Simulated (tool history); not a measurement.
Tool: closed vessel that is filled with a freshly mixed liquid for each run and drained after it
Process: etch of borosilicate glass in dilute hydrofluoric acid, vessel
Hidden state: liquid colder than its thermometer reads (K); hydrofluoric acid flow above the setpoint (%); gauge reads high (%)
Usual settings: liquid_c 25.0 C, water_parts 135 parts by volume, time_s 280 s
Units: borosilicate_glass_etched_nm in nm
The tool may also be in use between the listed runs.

| run | hour | liquid_c | water_parts | time_s | wafers since the last listed run | hours since the thermometer was replaced | hours since the hydrofluoric acid flow meter was replaced | hours since the gauge calibration | read-back film thickness of the borosilicate glass reference wafer, read on the same gauge (nm) | borosilicate_glass_etched_nm |
|---|---|---|---|---|---|---|---|---|---|---|
| 1 | 0.0 | 25.0 | 135 | 205 | 0 | 459.4 | 943.5 | 617.3 | 120.00 | 45.71 |
| 2 | 52.0 | 25.0 | 135 | 205 | 3187 | 511.4 | 995.5 | 669.3 | 120.00 | 45.31 |
| 3 | 104.2 | 25.0 | 135 | 390 | 3199 | 563.6 | 1047.7 | 721.5 | 120.01 | 87.63 |
| 4 | 158.6 | 25.0 | 135 | 390 | 3334 | 618.0 | 1102.1 | 775.9 | 119.94 | 87.80 |
| 5 | 188.5 | 25.0 | 135 | 390 | 1832 | 647.9 | 1132.0 | 805.8 | 120.01 | 88.25 |
| 6 | 242.7 | 25.0 | 135 | 280 | 3322 | 702.1 | 1186.2 | 860.0 | 120.02 | 63.96 |
|  | 280.6 | thermometer replaced |
| 7 | 301.6 | 22.0 | 135 | 240 | 3548 | 21.0 | 1245.1 | 918.9 | 119.98 | 48.66 |
| 8 | 351.9 | 25.0 | 135 | 280 | 3082 | 71.3 | 1295.4 | 969.2 | 120.00 | 63.60 |
| 9 | 380.3 | 25.0 | 135 | 280 | 1740 | 99.7 | 1323.8 | 997.6 | 120.04 | 64.65 |
| 10 | 409.5 | 25.0 | 135 | 280 | 1789 | 128.9 | 1353.0 | 1026.8 | 119.99 | 64.40 |
| 11 | 468.8 | 28.5 | 135 | 280 | 3634 | 188.2 | 1412.3 | 1086.1 | 119.99 | 74.03 |
| 12 | 520.6 | 28.5 | 135 | 280 | 3174 | 240.0 | 1464.1 | 1137.9 | 120.01 | 73.97 |
| 13 | 559.5 | 28.5 | 135 | 280 | 2384 | 278.9 | 1503.0 | 1176.8 | 120.01 | 74.79 |
|  | 599.8 | hydrofluoric acid flow meter replaced |
| 14 | 603.0 | 25.0 | 135 | 280 | 2604 | 322.4 | 3.2 | 1220.3 | 120.01 | 58.17 |
| 15 | 755.1 | 25.0 | 135 | 170 | 9322 | 474.5 | 155.3 | 1372.4 | 120.01 | 36.38 |
| 16 | 820.5 | 20.5 | 85 | 280 | 4008 | 539.9 | 220.7 | 1437.8 | 119.98 | 83.96 |
|  | 866.2 | gauge calibrated |
| 17 | 871.4 | 25.0 | 135 | 280 | 3119 | 590.8 | 271.6 | 5.2 | 120.03 | 59.72 |
| 18 | 924.5 | 22.0 | 135 | 240 | 3254 | 643.9 | 324.7 | 58.3 | 120.00 | 45.35 |
| 19 | 995.5 | 20.5 | 85 | 110 | 4351 | 714.9 | 395.7 | 129.3 | 120.00 | 33.35 |

Forecast run 20:
|  | 1093.6 | thermometer replaced |
| 20 | 1125.1 | 23.0 | 80 | 355 | 7882 | 31.5 | 525.3 | 258.9 | ? | ? |

Run 20 gave read-back film thickness of the borosilicate glass reference wafer, read on the same gauge (nm) 119.98, borosilicate_glass_etched_nm 126.86 nm.
Without the tool's hidden state the same run would have given borosilicate_glass_etched_nm 122.34 nm.

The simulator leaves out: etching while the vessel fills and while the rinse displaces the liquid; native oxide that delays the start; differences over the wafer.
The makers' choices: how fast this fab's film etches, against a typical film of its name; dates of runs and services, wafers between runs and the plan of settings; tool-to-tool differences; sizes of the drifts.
